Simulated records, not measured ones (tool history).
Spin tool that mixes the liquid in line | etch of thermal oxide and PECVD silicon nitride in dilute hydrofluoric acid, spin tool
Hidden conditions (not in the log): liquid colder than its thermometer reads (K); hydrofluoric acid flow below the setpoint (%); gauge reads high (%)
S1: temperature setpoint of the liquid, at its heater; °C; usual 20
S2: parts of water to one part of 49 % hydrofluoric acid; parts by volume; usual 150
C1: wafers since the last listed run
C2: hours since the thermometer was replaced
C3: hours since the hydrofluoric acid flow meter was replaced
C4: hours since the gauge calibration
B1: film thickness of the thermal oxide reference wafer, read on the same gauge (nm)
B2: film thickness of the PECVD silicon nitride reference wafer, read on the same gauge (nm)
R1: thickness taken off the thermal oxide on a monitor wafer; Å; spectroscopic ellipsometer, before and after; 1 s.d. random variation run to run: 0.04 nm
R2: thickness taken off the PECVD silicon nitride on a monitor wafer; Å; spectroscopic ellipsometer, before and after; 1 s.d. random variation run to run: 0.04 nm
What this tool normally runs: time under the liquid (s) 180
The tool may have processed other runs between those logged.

{"run": 1, "hour": 0.0, "S1": 20, "S2": 150, "time under the liquid (s)": 215, "C1": 0, "C2": 2307.7, "C3": 1697.5, "C4": 649.4, "B1": 89.985, "B2": 30, "R1": 46.48, "R2": 53.5}
{"run": 2, "hour": 29.8, "S1": 20, "S2": 150, "time under the liquid (s)": 215, "C1": 176, "C2": 2337.5, "C3": 1727.3, "C4": 679.2, "B1": 90.004, "B2": 29.99, "R1": 46.81, "R2": 53}
{"run": 3, "hour": 51.0, "S1": 20, "S2": 150, "time under the liquid (s)": 215, "C1": 125, "C2": 2358.7, "C3": 1748.5, "C4": 700.4, "B1": 90.024, "B2": 30.01, "R1": 47.1, "R2": 53.6}
{"run": 4, "hour": 72.0, "S1": 20, "S2": 150, "time under the liquid (s)": 180, "C1": 124, "C2": 2379.7, "C3": 1769.5, "C4": 721.4, "B1": 89.964, "B2": 29.97, "R1": 38.35, "R2": 45}
{"run": 5, "hour": 87.2, "S1": 20, "S2": 150, "time under the liquid (s)": 180, "C1": 90, "C2": 2394.9, "C3": 1784.7, "C4": 736.6, "B1": 89.985, "B2": 30.02, "R1": 39.65, "R2": 45.1}
{"run": 6, "hour": 115.3, "S1": 20, "S2": 190, "time under the liquid (s)": 280, "C1": 166, "C2": 2423, "C3": 1812.8, "C4": 764.7, "B1": 90.012, "B2": 30.01, "R1": 46.33, "R2": 55.9}
{"run": 7, "hour": 132.7, "S1": 20, "S2": 95, "time under the liquid (s)": 225, "C1": 103, "C2": 2440.4, "C3": 1830.2, "C4": 782.1, "B1": 89.974, "B2": 30, "R1": 80.32, "R2": 86.1}
{"run": 8, "hour": 167.7, "S1": 20, "S2": 150, "time under the liquid (s)": 130, "C1": 207, "C2": 2475.4, "C3": 1865.2, "C4": 817.1, "B1": 90.025, "B2": 30.02, "R1": 27.62, "R2": 32}
{"run": 9, "hour": 181.2, "S1": 18.5, "S2": 210, "time under the liquid (s)": 230, "C1": 79, "C2": 2488.9, "C3": 1878.7, "C4": 830.6, "B1": 89.984, "B2": 29.97, "R1": 31.1, "R2": 36.8}
{"run": 10, "hour": 216.8, "S1": 18.5, "S2": 90, "time under the liquid (s)": 180, "C1": 210, "C2": 2524.5, "C3": 1914.3, "C4": 866.2, "B1": 89.979, "B2": 30.02, "R1": 64.01, "R2": 65.2}
{"hour": 226.1, "done": "thermometer replaced"}
{"run": 11, "hour": 238.7, "S1": 20, "S2": 150, "time under the liquid (s)": 180, "C1": 123, "C2": 12.6, "C3": 1936.2, "C4": 888.1, "B1": 90.009, "B2": 29.98, "R1": 42.95, "R2": 51.6}
{"run": 12, "hour": 274.4, "S1": 24.5, "S2": 215, "time under the liquid (s)": 275, "C1": 211, "C2": 48.3, "C3": 1971.9, "C4": 923.8, "B1": 90.02, "B2": 30.01, "R1": 50.12, "R2": 72.9}
{"hour": 276.4, "done": "gauge calibrated"}
{"run": 13, "hour": 310.1, "S1": 20, "S2": 150, "time under the liquid (s)": 180, "C1": 211, "C2": 84, "C3": 2007.6, "C4": 33.7, "B1": 89.997, "B2": 30.02, "R1": 42.41, "R2": 51.5}
{"hour": 315.9, "done": "hydrofluoric acid flow meter replaced"}
{"run": 14, "hour": 323.2, "S1": 20, "S2": 150, "time under the liquid (s)": 260, "C1": 71, "C2": 97.1, "C3": 7.3, "C4": 46.8, "B1": 90.009, "B2": 30, "R1": 61.07, "R2": 73.2}
{"run": 15, "hour": 339.4, "S1": 24.5, "S2": 190, "time under the liquid (s)": 95, "C1": 95, "C2": 113.3, "C3": 23.5, "C4": 63, "B1": 89.943, "B2": 30.02, "R1": 20.08, "R2": 28.7}
{"run": 16, "hour": 372.1, "S1": 20, "S2": 150, "time under the liquid (s)": 180, "C1": 193, "C2": 146, "C3": 56.2, "C4": 95.7, "B1": 89.987, "B2": 29.98, "R1": 42.63, "R2": 50.9}
{"run": 17, "hour": 391.2, "S1": 17, "S2": 150, "time under the liquid (s)": 225, "C1": 113, "C2": 165.1, "C3": 75.3, "C4": 114.8, "B1": 89.995, "B2": 30.01, "R1": 46.17, "R2": 52.8}
{"run": 18, "hour": 411.8, "S1": 23.5, "S2": 210, "time under the liquid (s)": 180, "C1": 122, "C2": 185.7, "C3": 95.9, "C4": 135.4, "B1": 90.007, "B2": 30.01, "R1": 32.26, "R2": 45.8}
{"run": 19, "hour": 430.3, "S1": 17, "S2": 195, "time under the liquid (s)": 135, "C1": 109, "C2": 204.2, "C3": 114.4, "C4": 153.9, "B1": 89.996, "B2": 30.02, "R1": 20.18, "R2": 24.3}
{"run": 20, "hour": 458.8, "S1": 20, "S2": 100, "time under the liquid (s)": 245, "C1": 168, "C2": 232.7, "C3": 142.9, "C4": 182.4, "B1": 89.972, "B2": 29.99, "R1": 89.69, "R2": 103.2}
{"run": 21, "hour": 479.6, "S1": 20, "S2": 190, "time under the liquid (s)": 290, "C1": 123, "C2": 253.5, "C3": 163.7, "C4": 203.2, "B1": 90.014, "B2": 30, "R1": 51.28, "R2": 65.1}
{"run": 22, "hour": 496.7, "S1": 17.5, "S2": 200, "time under the liquid (s)": 255, "C1": 101, "C2": 270.6, "C3": 180.8, "C4": 220.3, "B1": 90.016, "B2": 29.97, "R1": 38.05, "R2": 45.3}
{"run": 23, "hour": 526.8, "S1": 20, "S2": 200, "time under the liquid (s)": 180, "C1": 178, "C2": 300.7, "C3": 210.9, "C4": 250.4, "B1": 90.004, "B2": 30.01, "R1": 29.67, "R2": 37.9}
{"run": 24, "hour": 562.5, "S1": 20, "S2": 180, "time under the liquid (s)": 180, "C1": 211, "C2": 336.4, "C3": 246.6, "C4": 286.1, "B1": 90.022, "B2": 29.98, "R1": 33.36, "R2": 42.3}
{"run": 25, "hour": 595.6, "S1": 22, "S2": 150, "time under the liquid (s)": 95, "C1": 196, "C2": 369.5, "C3": 279.7, "C4": 319.2, "B1": 90.005, "B2": 29.99, "R1": 23.61, "R2": 29.9}

Below, some changes in R1 between adjacent runs. For each, the amount present without the hidden state too (settings, incoming material, random variation) and the amount remaining for the hidden state with gauge scatter not shared by both compared results:
Run 7 -> 8: S2 95 -> 150, time under the liquid (s) 225 -> 130. R1 -52.7 Å: hidden state +5.93, all else -58.63.
Run 10 -> 11: S1 18.5 -> 20, S2 90 -> 150, thermometer replaced. R1 -21.06 Å: hidden state +6.72, all else -27.78.
Run 19 -> 20: S1 17 -> 20, S2 195 -> 100, time under the liquid (s) 135 -> 245. R1 +69.51 Å: hidden state -1.88, all else +71.39.
